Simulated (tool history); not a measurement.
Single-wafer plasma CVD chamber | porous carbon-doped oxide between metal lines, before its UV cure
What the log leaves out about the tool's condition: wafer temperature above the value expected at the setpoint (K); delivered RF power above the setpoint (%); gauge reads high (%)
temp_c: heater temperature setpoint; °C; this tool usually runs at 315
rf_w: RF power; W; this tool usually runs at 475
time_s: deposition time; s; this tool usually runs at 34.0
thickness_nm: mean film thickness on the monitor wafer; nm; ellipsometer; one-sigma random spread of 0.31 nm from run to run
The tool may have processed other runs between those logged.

run,day,temp_c,rf_w,time_s,wafers since the last listed run,hours since the last thermocouple change,hours since the last RF generator calibration,hours since the showerhead was replaced,hours since the gauge calibration,"read-back reference wafer on the same gauge, thickness_nm",thickness_nm
1,0.000,327,475,34.0,0,727.3,2343.9,3431.0,112.5,130.038,145.668
2,0.762,315,475,34.0,190,745.6,2362.2,3449.3,130.8,129.996,154.030
3,1.625,315,475,34.0,215,766.3,2382.9,3470.0,151.5,129.977,154.020
4,2.754,315,475,34.0,281,793.4,2410.0,3497.1,178.6,129.997,153.500
5,4.071,315,475,34.0,328,825.0,2441.6,3528.7,210.2,129.964,154.222
6,4.912,315,450,34.0,210,845.2,2461.8,3548.9,230.4,130.038,147.525
7,6.267,315,450,34.0,338,877.7,2494.3,3581.4,262.9,130.022,147.878
# day 6.767: gauge calibrated
# day 6.962: RF generator calibrated
8,6.983,315,450,34.0,95,894.9,0.5,3598.6,5.2,129.981,147.831
9,7.383,322,560,29.6,99,904.5,10.1,3608.2,14.8,129.997,147.325
# day 8.208: showerhead replaced, of another model than before
10,8.229,309,475,32.3,127,924.8,30.4,0.5,35.1,130.039,151.825
# day 9.517: thermocouple changed; heater temperature recalibrated
11,9.538,315,400,31.2,243,0.5,61.8,31.9,66.5,129.961,113.854
12,10.650,315,475,34.0,277,27.2,88.5,58.6,93.2,130.012,150.509
13,11.596,315,475,34.0,236,49.9,111.2,81.3,115.9,130.024,151.044
14,12.162,315,475,34.0,141,63.5,124.8,94.9,129.5,129.995,151.229
15,12.771,315,410,34.0,151,78.1,139.4,109.5,144.1,129.997,128.530
16,13.896,315,475,36.5,280,105.1,166.4,136.5,171.1,130.016,161.872

Same runs, no hidden state in the tool, same run-to-run variation:
run,thickness_nm
1,142.813
2,150.744
3,150.647
4,150.026
5,150.600
6,143.978
7,144.193
8,144.078
9,143.653
10,147.662
11,113.755
12,150.268
13,150.708
14,150.836
15,128.145
16,161.268

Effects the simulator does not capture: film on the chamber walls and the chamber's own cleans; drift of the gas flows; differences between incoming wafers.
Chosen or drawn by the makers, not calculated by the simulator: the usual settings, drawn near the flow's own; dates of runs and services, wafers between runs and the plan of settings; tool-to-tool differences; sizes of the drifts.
